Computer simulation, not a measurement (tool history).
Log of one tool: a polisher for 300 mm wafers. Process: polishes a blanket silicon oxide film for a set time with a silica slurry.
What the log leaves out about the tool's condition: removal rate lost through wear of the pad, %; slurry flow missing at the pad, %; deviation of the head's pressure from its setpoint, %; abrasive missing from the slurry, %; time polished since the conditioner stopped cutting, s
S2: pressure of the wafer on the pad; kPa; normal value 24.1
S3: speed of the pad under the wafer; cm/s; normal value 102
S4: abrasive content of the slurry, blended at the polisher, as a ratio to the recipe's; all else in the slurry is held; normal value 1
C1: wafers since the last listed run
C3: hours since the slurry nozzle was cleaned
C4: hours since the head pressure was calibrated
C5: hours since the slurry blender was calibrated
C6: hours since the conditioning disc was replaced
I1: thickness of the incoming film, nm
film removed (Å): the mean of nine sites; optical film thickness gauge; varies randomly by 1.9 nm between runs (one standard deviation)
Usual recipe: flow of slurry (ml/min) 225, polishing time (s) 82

Run 1, hour 0: usual settings; C1 0; wafers polished on this pad 290; C3 835.5; C4 464.9; C5 110.4; C6 338.9; I1 1533.3. Result: film removed (Å) 2369.
At hour 8.8: slurry nozzle cleaned.
At hour 16.7: conditioning disc replaced and pad reconditioned.
Run 2, hour 39.9: usual settings; C1 369; wafers polished on this pad 660; C3 31.1; C4 504.8; C5 150.3; C6 23.2; I1 1504.7. Result: film removed (Å) 2462.
At hour 52: head pressure recalibrated.
Run 3, hour 64.3: usual settings but S2 28.3 kPa, S3 86 cm/s; C1 224; wafers polished on this pad 884; C3 55.5; C4 12.3; C5 174.7; C6 47.6; I1 1496.1. Result: film removed (Å) 2391.
Run 4, hour 103.6: usual settings but S2 28.3 kPa, S3 86 cm/s; C1 393; wafers polished on this pad 1278; C3 94.8; C4 51.6; C5 214; C6 86.9; I1 1514.8. Result: film removed (Å) 2348.
At hour 116.6: slurry blender recalibrated.
Run 5, hour 171.8: usual settings; C1 662; wafers polished on this pad 1940; C3 163; C4 119.8; C5 55.2; C6 155.1; I1 1515.3. Result: film removed (Å) 2348.
At hour 199.2: worn pad replaced by a new one.
Run 6, hour 239: usual settings; C1 632; wafers polished on this pad 398; C3 230.2; C4 187; C5 122.4; C6 222.3; I1 1492.7. Result: film removed (Å) 2332.
Run 7, hour 293.4: usual settings; C1 544; wafers polished on this pad 942; C3 284.6; C4 241.4; C5 176.8; C6 276.7; I1 1523. Result: film removed (Å) 2315.
Run 8, hour 328.7: usual settings; C1 353; wafers polished on this pad 1296; C3 319.9; C4 276.7; C5 212.1; C6 312; I1 1488.8. Result: film removed (Å) 2291.
At hour 336.5: slurry blender recalibrated.
At hour 370: conditioning disc replaced and pad reconditioned.
Run 9, hour 395.4: usual settings; C1 627; wafers polished on this pad 1923; C3 386.6; C4 343.4; C5 58.9; C6 25.4; I1 1527.5. Result: film removed (Å) 2467.
Run 10, hour 423.9: usual settings; C1 285; wafers polished on this pad 2209; C3 415.1; C4 371.9; C5 87.4; C6 53.9; I1 1508.3. Result: film removed (Å) 2409.
At hour 443.1: worn pad replaced by a new one.
Run 11, hour 476.4: usual settings; C1 485; wafers polished on this pad 333; C3 467.6; C4 424.4; C5 139.9; C6 106.4; I1 1483.3. Result: film removed (Å) 2409.
At hour 486.6: head pressure recalibrated.
Run 12, hour 507.7: usual settings; C1 293; wafers polished on this pad 626; C3 498.9; C4 21.1; C5 171.2; C6 137.7; I1 1491.4. Result: film removed (Å) 2383.
Run 13, hour 546.7: usual settings; C1 390; wafers polished on this pad 1017; C3 537.9; C4 60.1; C5 210.2; C6 176.7; I1 1494.6. Result: film removed (Å) 2321.
At hour 565.5: slurry blender recalibrated.
Run 14, hour 584.2: usual settings but S3 78 cm/s; C1 355; wafers polished on this pad 1372; C3 575.4; C4 97.6; C5 18.7; C6 214.2; I1 1491. Result: film removed (Å) 1961.
Run 15, hour 628.4: usual settings but flow of slurry (ml/min) 285, S2 26.9 kPa, S3 76 cm/s, polishing time (s) 108; C1 442; wafers polished on this pad 1815; C3 619.6; C4 141.8; C5 62.9; C6 258.4; I1 1494.3. Result: film removed (Å) 2727.
At hour 651.7: conditioning disc replaced and pad reconditioned.
Run 16, hour 655.8: usual settings but flow of slurry (ml/min) 155, S2 20.7 kPa, S3 74 cm/s, S4 0.75; C1 254; wafers polished on this pad 2069; C3 647; C4 169.2; C5 90.3; C6 4.1; I1 1515.5. Result: film removed (Å) 1290.
At hour 673.1: worn pad replaced by a new one.
Run 17, hour 704: usual settings; C1 442; wafers polished on this pad 309; C3 695.2; C4 217.4; C5 138.5; C6 52.3; I1 1524.6. Result: film removed (Å) 2452.
Run 18, hour 736: usual settings but flow of slurry (ml/min) 185, S2 31 kPa, S3 130 cm/s, polishing time (s) 70; C1 320; wafers polished on this pad 629; C3 727.2; C4 249.4; C5 170.5; C6 84.3; I1 1532.3. Result: film removed (Å) 2849.
At hour 791.7: slurry blender recalibrated.
Run 19, hour 800: usual settings but flow of slurry (ml/min) 265, S2 18.6 kPa, S4 1.2, polishing time (s) 66; C1 620; wafers polished on this pad 1250; C3 791.2; C4 313.4; C5 8.3; C6 148.3; I1 1514.7. Result: film removed (Å) 1840.
At hour 816.9: slurry nozzle cleaned.
Run 20, hour 824.5: usual settings but flow of slurry (ml/min) 190, S2 20.7 kPa; C1 235; wafers polished on this pad 1485; C3 7.6; C4 337.9; C5 32.8; C6 172.8; I1 1505.2. Result: film removed (Å) 2113.
Run 21, hour 896.2: usual settings but S2 18.6 kPa, S3 136 cm/s; C1 717; wafers polished on this pad 2203; C3 79.3; C4 409.6; C5 104.5; C6 244.5; I1 1495.6. Result: film removed (Å) 2440.
At hour 904.9: worn pad replaced by a new one.
Run 22, hour 935: usual settings; C1 348; wafers polished on this pad 301; C3 118.1; C4 448.4; C5 143.3; C6 283.3; I1 1511.5. Result: film removed (Å) 2315.
At hour 976.2: conditioning disc replaced and pad reconditioned.
At hour 989.8: slurry blender recalibrated.
Run 23, hour 1002.8: usual settings but S2 31.7 kPa, S3 134 cm/s; C1 638; wafers polished on this pad 940; C3 185.9; C4 516.2; C5 13; C6 26.6; I1 1538.5. Result: film removed (Å) 3628.
At hour 1021.8: head pressure recalibrated.
Run 24, hour 1071.2: usual settings but S4 1.1, polishing time (s) 108; C1 664; wafers polished on this pad 1605; C3 254.3; C4 49.4; C5 81.4; C6 95; I1 1507. Result: film removed (Å) 3336.
Run 25, hour 1104.4: usual settings but flow of slurry (ml/min) 265, S2 18.6 kPa, S4 1.2, polishing time (s) 66; C1 332; wafers polished on this pad 1937; C3 287.5; C4 82.6; C5 114.6; C6 128.2; I1 1520.6. Result: film removed (Å) 1854.

For some of the steps in film removed (Å) from one run to the next: how much would appear even if the tool had no hidden state, given the settings, what came in and random variation, and how much remains for the hidden state plus any gauge scatter that the measured result and the result without hidden state don't share?
Run 8 -> 9: slurry blender recalibrated, conditioning disc replaced and pad reconditioned. film removed (Å) +176: hidden state +161, all else +15.
Run 15 -> 16: flow of slurry (ml/min) 285 -> 155, S2 26.9 -> 20.7, S3 76 -> 74, S4 1 -> 0.75, polishing time (s) 108 -> 82, conditioning disc replaced and pad reconditioned. film removed (Å) -1437: hidden state +200, all else -1637.
Run 24 -> 25: flow of slurry (ml/min) 225 -> 265, S2 24.1 -> 18.6, S4 1.1 -> 1.2, polishing time (s) 108 -> 66. film removed (Å) -1482: hidden state +104, all else -1586.
